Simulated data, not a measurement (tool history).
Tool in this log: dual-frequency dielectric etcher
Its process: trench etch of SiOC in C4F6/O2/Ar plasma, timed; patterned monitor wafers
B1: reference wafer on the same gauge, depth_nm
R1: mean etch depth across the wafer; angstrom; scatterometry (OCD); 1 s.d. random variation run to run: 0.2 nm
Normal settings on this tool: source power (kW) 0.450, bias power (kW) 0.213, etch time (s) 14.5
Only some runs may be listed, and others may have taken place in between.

Run 1, hour 0.0: usual settings; B1 35.80. Result: R1 315.1 angstrom.
Run 2, hour 15.7: usual settings; B1 35.86. Result: R1 314.7 angstrom.
Run 3, hour 31.3: usual settings; B1 35.72. Result: R1 310.5 angstrom.
Run 4, hour 38.6: usual settings but bias power (kW) 0.249; B1 35.87. Result: R1 326.3 angstrom.
Run 5, hour 47.4: usual settings but bias power (kW) 0.249; B1 35.72. Result: R1 328.0 angstrom.
Run 6, hour 59.0: usual settings but bias power (kW) 0.249; B1 35.79. Result: R1 326.1 angstrom.
Run 7, hour 105.1: usual settings but etch time (s) 12.0; B1 35.87. Result: R1 256.0 angstrom.
At hour 132.2: upper electrode replaced.
Run 8, hour 132.7: usual settings but etch time (s) 12.0; B1 35.82. Result: R1 254.9 angstrom.
Run 9, hour 134.1: usual settings but bias power (kW) 0.250; B1 35.84. Result: R1 322.9 angstrom.
At hour 139.2: bias power generator calibrated.
Run 10, hour 147.4: usual settings but bias power (kW) 0.250; B1 35.81. Result: R1 322.4 angstrom.
At hour 167.3: source power generator calibrated.
Run 11, hour 167.8: usual settings but bias power (kW) 0.250; B1 35.72. Result: R1 325.8 angstrom.
Run 12, hour 171.1: usual settings; B1 35.88. Result: R1 310.7 angstrom.
Run 13, hour 178.0: usual settings; B1 35.89. Result: R1 308.3 angstrom.
Run 14, hour 188.2: usual settings; B1 35.71. Result: R1 307.1 angstrom.
At hour 212.6: wet clean of the chamber.
Run 15, hour 213.1: usual settings; B1 35.73. Result: R1 322.3 angstrom.
Run 16, hour 215.9: usual settings but etch time (s) 17.5; B1 35.75. Result: R1 395.8 angstrom.
At hour 217.8: gauge calibrated.
Run 17, hour 226.2: usual settings but source power (kW) 0.520; B1 35.72. Result: R1 346.7 angstrom.
Run 18, hour 232.9: usual settings; B1 35.89. Result: R1 327.5 angstrom.
Run 19, hour 243.5: usual settings but source power (kW) 0.410; B1 35.80. Result: R1 316.2 angstrom.
Run 20, hour 259.0: usual settings but bias power (kW) 0.198, etch time (s) 16.0; B1 35.76. Result: R1 350.8 angstrom.
Run 21, hour 268.4: usual settings but etch time (s) 13.0; B1 35.73. Result: R1 292.0 angstrom.
Run 22, hour 285.0: usual settings but source power (kW) 0.500, etch time (s) 10.5; B1 35.80. Result: R1 243.9 angstrom.
Run 23, hour 302.6: usual settings but source power (kW) 0.350, bias power (kW) 0.246, etch time (s) 19.0; B1 35.83. Result: R1 408.4 angstrom.
Run 24, hour 318.3: usual settings but source power (kW) 0.540, bias power (kW) 0.251, etch time (s) 16.5; B1 35.78. Result: R1 414.2 angstrom.
Run 25, hour 335.5: usual settings but source power (kW) 0.480, bias power (kW) 0.170, etch time (s) 11.5; B1 35.80. Result: R1 244.6 angstrom.
Run 26, hour 350.4: usual settings but bias power (kW) 0.235; B1 35.82. Result: R1 328.0 angstrom.
Run 27, hour 363.2: usual settings but bias power (kW) 0.256; B1 35.80. Result: R1 343.1 angstrom.
Run 28, hour 377.1: usual settings; B1 35.82. Result: R1 321.6 angstrom.
Run 29, hour 391.3: usual settings; B1 35.89. Result: R1 321.1 angstrom.

What if the next run were any one of these 4? Each begins from the tool's condition after run 29:
Run A, hour 391.7: usual settings but bias power (kW) 0.234; B1 ?. Result: R1 ?.
Run B, hour 391.7: usual settings but source power (kW) 0.560, bias power (kW) 0.165, etch time (s) 12.5; B1 ?. Result: R1 ?.
Run C, hour 391.7: usual settings but bias power (kW) 0.188; B1 ?. Result: R1 ?.
Run D, hour 391.7: usual settings but source power (kW) 0.350, bias power (kW) 0.249, etch time (s) 13.0; B1 ?. Result: R1 ?.

run     B1     R1
  A  35.70  328.8
  B  35.70  277.2
  C  35.70  308.1
  D  35.70  275.4
The same runs, with their run-to-run variation unchanged, on a tool lacking any hidden condition would have given:
run     R1
  A  333.2
  B  280.9
  C  312.2
  D  279.0
